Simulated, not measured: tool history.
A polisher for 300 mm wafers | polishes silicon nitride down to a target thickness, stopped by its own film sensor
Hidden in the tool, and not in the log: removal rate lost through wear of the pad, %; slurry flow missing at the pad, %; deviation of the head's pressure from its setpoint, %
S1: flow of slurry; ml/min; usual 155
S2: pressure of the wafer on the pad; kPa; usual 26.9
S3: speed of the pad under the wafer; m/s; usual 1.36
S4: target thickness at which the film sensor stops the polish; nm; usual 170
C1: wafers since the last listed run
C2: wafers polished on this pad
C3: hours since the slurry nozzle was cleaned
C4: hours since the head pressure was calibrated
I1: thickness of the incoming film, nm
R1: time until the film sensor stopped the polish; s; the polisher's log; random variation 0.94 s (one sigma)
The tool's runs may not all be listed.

| run | day | S1 | S2 | S3 | S4 | C1 | C2 | C3 | C4 | I1 | R1 |
|---|---|---|---|---|---|---|---|---|---|---|---|
| 1 | 0.000 | 155 | 26.9 | 1.36 | 170 | 0 | 759 | 388.7 | 259.8 | 292.5 | 60.7 |
|  | 0.517 | slurry nozzle cleaned |
| 2 | 3.217 | 155 | 26.9 | 1.36 | 170 | 472 | 1232 | 64.8 | 337.0 | 287.3 | 52.2 |
| 3 | 5.729 | 155 | 26.9 | 1.36 | 170 | 374 | 1606 | 125.1 | 397.3 | 288.8 | 54.6 |
|  | 11.308 | worn pad replaced by a new one |
|  | 14.225 | slurry nozzle cleaned |
| 4 | 14.621 | 155 | 26.9 | 1.36 | 170 | 1293 | 486 | 9.5 | 610.7 | 289.7 | 49.0 |
| 5 | 16.300 | 155 | 26.9 | 1.36 | 170 | 250 | 737 | 49.8 | 651.0 | 289.0 | 49.9 |
| 6 | 18.296 | 155 | 26.9 | 1.36 | 170 | 297 | 1034 | 97.7 | 698.9 | 291.6 | 54.9 |
| 7 | 20.000 | 155 | 26.9 | 1.36 | 170 | 253 | 1288 | 138.6 | 739.8 | 292.0 | 54.6 |
| 8 | 23.350 | 155 | 26.9 | 1.36 | 170 | 498 | 1787 | 219.0 | 820.2 | 295.3 | 58.8 |
|  | 26.942 | worn pad replaced by a new one |
| 9 | 27.642 | 155 | 24.8 | 1.10 | 170 | 614 | 104 | 322.0 | 923.2 | 288.4 | 67.3 |
|  | 28.933 | slurry nozzle cleaned |
| 10 | 29.458 | 155 | 24.8 | 1.10 | 170 | 264 | 368 | 12.6 | 966.8 | 288.9 | 59.3 |

The next listed run, before its measurement:
| 11 | 33.750 | 130 | 33.8 | 1.76 | 130 | 639 | 1008 | 115.6 | 1069.8 | 294.4 | ? |

{"run 11": {"R1": 50.9}}
Without the tool's hidden state the same run would have given R1 48.7 s.

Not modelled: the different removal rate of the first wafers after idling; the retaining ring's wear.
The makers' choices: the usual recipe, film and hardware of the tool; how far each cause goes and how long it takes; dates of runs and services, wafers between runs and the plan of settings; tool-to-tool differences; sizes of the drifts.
